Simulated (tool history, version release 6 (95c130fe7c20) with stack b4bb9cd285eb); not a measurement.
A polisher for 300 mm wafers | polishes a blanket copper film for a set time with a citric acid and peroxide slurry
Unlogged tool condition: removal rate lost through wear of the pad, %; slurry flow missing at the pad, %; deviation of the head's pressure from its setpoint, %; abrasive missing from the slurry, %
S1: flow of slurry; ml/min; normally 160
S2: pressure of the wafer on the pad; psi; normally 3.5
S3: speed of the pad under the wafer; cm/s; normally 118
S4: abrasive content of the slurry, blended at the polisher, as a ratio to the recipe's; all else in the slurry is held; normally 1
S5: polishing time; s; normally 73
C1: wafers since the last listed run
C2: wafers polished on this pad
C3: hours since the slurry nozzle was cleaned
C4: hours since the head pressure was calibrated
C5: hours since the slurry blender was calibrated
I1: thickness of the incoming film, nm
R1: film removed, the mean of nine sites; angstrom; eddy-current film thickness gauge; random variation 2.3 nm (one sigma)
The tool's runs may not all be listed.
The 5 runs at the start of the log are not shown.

run 6 hour=67.5 | S1=160 S2=3.5 S3=118 S4=0.95 S5=73 | C1=179 C2=484 C3=194.1 C4=1179.8 C5=68.7 | I1=643.5 | R1=2424
run 7 hour=73.8 | S1=160 S2=3.5 S3=118 S4=0.95 S5=73 | C1=64 C2=548 C3=200.4 C4=1186.1 C5=75 | I1=647.1 | R1=2414
run 8 hour=82.4 | S1=160 S2=3.5 S3=118 S4=1 S5=73 | C1=87 C2=636 C3=209 C4=1194.7 C5=83.6 | I1=656.7 | R1=2434
run 9 hour=90.5 | S1=160 S2=3.5 S3=118 S4=1 S5=73 | C1=82 C2=719 C3=217.1 C4=1202.8 C5=91.7 | I1=645.6 | R1=2423
run 10 hour=136.1 | S1=160 S2=3.5 S3=118 S4=1 S5=73 | C1=465 C2=1184 C3=262.7 C4=1248.4 C5=137.3 | I1=647.7 | R1=2354
-- hour=143.1 worn pad replaced by a new one
run 11 hour=151.3 | S1=160 S2=3.5 S3=118 S4=1 S5=73 | C1=114 C2=83 C3=277.9 C4=1263.6 C5=152.5 | I1=648.2 | R1=2303
run 12 hour=166 | S1=160 S2=3.5 S3=118 S4=1 S5=73 | C1=150 C2=233 C3=292.6 C4=1278.3 C5=167.2 | I1=646.8 | R1=2237
-- hour=181 slurry nozzle cleaned
-- hour=184.1 slurry blender recalibrated
run 13 hour=184.6 | S1=160 S2=3.5 S3=118 S4=1 S5=73 | C1=159 C2=393 C3=3.6 C4=1296.9 C5=0.5 | I1=653.7 | R1=2429
run 14 hour=199.1 | S1=160 S2=3.5 S3=118 S4=1 S5=73 | C1=147 C2=541 C3=18.1 C4=1311.4 C5=15 | I1=651 | R1=2458
run 15 hour=211.2 | S1=160 S2=2.3 S3=154 S4=0.75 S5=73 | C1=123 C2=664 C3=30.2 C4=1323.5 C5=27.1 | I1=658.2 | R1=1891
run 16 hour=220.7 | S1=160 S2=3.5 S3=118 S4=1.15 S5=55 | C1=96 C2=761 C3=39.7 C4=1333 C5=36.6 | I1=651.4 | R1=1899
-- hour=225.5 head pressure recalibrated
run 17 hour=228.4 | S1=160 S2=4.1 S3=102 S4=1 S5=52 | C1=58 C2=819 C3=47.4 C4=2.9 C5=44.3 | I1=660.5 | R1=1746
run 18 hour=235.1 | S1=200 S2=3.5 S3=136 S4=1.15 S5=53 | C1=68 C2=888 C3=54.1 C4=9.6 C5=51 | I1=651.6 | R1=2165
-- hour=243.4 worn pad replaced by a new one
run 19 hour=248.6 | S1=160 S2=3.5 S3=118 S4=1 S5=95 | C1=96 C2=52 C3=67.6 C4=23.1 C5=64.5 | I1=649.4 | R1=3143
run 20 hour=255.4 | S1=160 S2=3.5 S3=118 S4=0.9 S5=73 | C1=69 C2=121 C3=74.4 C4=29.9 C5=71.3 | I1=647.9 | R1=2366
run 21 hour=265 | S1=160 S2=3.5 S3=152 S4=0.9 S5=73 | C1=97 C2=219 C3=84 C4=39.5 C5=80.9 | I1=643.5 | R1=2937
run 22 hour=276.1 | S1=160 S2=3.5 S3=118 S4=1 S5=73 | C1=113 C2=333 C3=95.1 C4=50.6 C5=92 | I1=652.3 | R1=2379
run 23 hour=284.2 | S1=160 S2=3.5 S3=96 S4=1.1 S5=73 | C1=82 C2=415 C3=103.2 C4=58.7 C5=100.1 | I1=645.1 | R1=2037
run 24 hour=301.5 | S1=210 S2=4.6 S3=90 S4=1.25 S5=73 | C1=176 C2=592 C3=120.5 C4=76 C5=117.4 | I1=658.4 | R1=2612
run 25 hour=307.9 | S1=200 S2=4 S3=104 S4=1 S5=87 | C1=65 C2=657 C3=126.9 C4=82.4 C5=123.8 | I1=651.1 | R1=2944
run 26 hour=319.2 | S1=160 S2=3.5 S3=118 S4=1 S5=73 | C1=115 C2=773 C3=138.2 C4=93.7 C5=135.1 | I1=641.7 | R1=2302
run 27 hour=332.4 | S1=195 S2=3.5 S3=138 S4=0.85 S5=91 | C1=134 C2=907 C3=151.4 C4=106.9 C5=148.3 | I1=650.5 | R1=3235
-- hour=342.3 worn pad replaced by a new one
run 28 hour=342.8 | S1=160 S2=3.5 S3=88 S4=1.1 S5=50 | C1=65 C2=4 C3=161.8 C4=117.3 C5=158.7 | I1=655.4 | R1=1201
-- hour=367.4 slurry blender recalibrated
run 29 hour=367.9 | S1=105 S2=4.4 S3=118 S4=1 S5=73 | C1=235 C2=240 C3=186.9 C4=142.4 C5=0.5 | I1=648.2 | R1=2795
run 30 hour=375.8 | S1=105 S2=2.7 S3=128 S4=0.8 S5=73 | C1=80 C2=321 C3=194.8 C4=150.3 C5=8.4 | I1=646.3 | R1=1777

Run 31 has not been measured yet. What should we expect?
run 31 hour=413.4 | S1=160 S2=3.5 S3=118 S4=1 S5=73 | C1=383 C2=704 C3=232.4 C4=187.9 C5=46 | I1=642.7 | R1=?

Run 31 yielded R1 2415 angstrom.
The same run, on a tool lacking any hidden state, would have yielded R1 2443 angstrom.
